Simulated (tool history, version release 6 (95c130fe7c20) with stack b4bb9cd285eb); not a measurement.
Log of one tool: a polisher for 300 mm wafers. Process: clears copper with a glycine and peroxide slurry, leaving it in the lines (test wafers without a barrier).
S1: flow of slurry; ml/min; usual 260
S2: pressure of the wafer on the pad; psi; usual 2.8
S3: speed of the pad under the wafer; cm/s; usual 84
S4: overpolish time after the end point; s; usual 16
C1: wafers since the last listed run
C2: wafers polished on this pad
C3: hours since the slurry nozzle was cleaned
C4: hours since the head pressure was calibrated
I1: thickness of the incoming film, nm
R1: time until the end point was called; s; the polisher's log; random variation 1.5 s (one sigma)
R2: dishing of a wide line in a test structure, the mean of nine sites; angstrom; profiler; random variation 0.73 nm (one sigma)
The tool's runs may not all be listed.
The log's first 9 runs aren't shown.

run     day   S1   S2  S3  S4   C1    C2     C3     C4     I1     R1   R2
 10  27.408  260  3.3  84  13  386  1295  210.7  579.4  514.9   84.1  299
 11  30.288  260  3.3  84  13  336  1632  279.8  648.5    522   87.3  296
 12  32.288  345  2.8  84  24  234  1866  327.8  696.5  515.2   92.6  328
 13  36.162  260  1.9  62  22  453  2319  420.8  789.5  512.6  160.4  292
     39.138  -- head pressure recalibrated
 14  40.412  220  2.8  96  26  487  2807  522.8   30.6  520.4   92.2  336
 15  42.558  260  2.8  84  16  251  3058  574.3   82.1  506.6   93.1  297
 16  45.871  260  2.8  84  16  387  3445  653.8  161.6  515.5   96.3  297
     46.217  -- worn pad replaced by a new one
 17  48.283  310  2.8  84  11  262   241  711.7  219.5  512.7   95.4  254
     50.404  -- slurry nozzle cleaned
 18  51.104  260  2.8  84  16  325   566   16.8  287.2  518.1   93.3  304
 19  54.262  260  3.5  62  16  369   936   92.6    363  512.3  103.2  299
 20  58.154  260  2.8  84  16  455  1391    186  456.4  511.1   93.9  304
 21  66.483  260  2.8  84  16  974  2366  385.9  656.3  509.1   95.6  301
     67.471  -- head pressure recalibrated
 22  69.038  260  3.5  62  16  289  2655  447.2   37.6  512.9  100.7  292
 23  71.188  260  2.5  66  16  251  2907  498.8   89.2  505.9  123.6  273
 24  74.521  260  2.2  98  16  390  3297  578.8  169.2  518.8  103.2  281

Run 25 comes next. What will it give?
 25  76.325  260  2.8  84  10  211  3508  622.1  212.5  518.2   ?   ?

Run 25 gave R1 101.3 s, R2 232 angstrom.
Without the tool's hidden state the same run would have given R1 98.2 s, R2 236 angstrom.
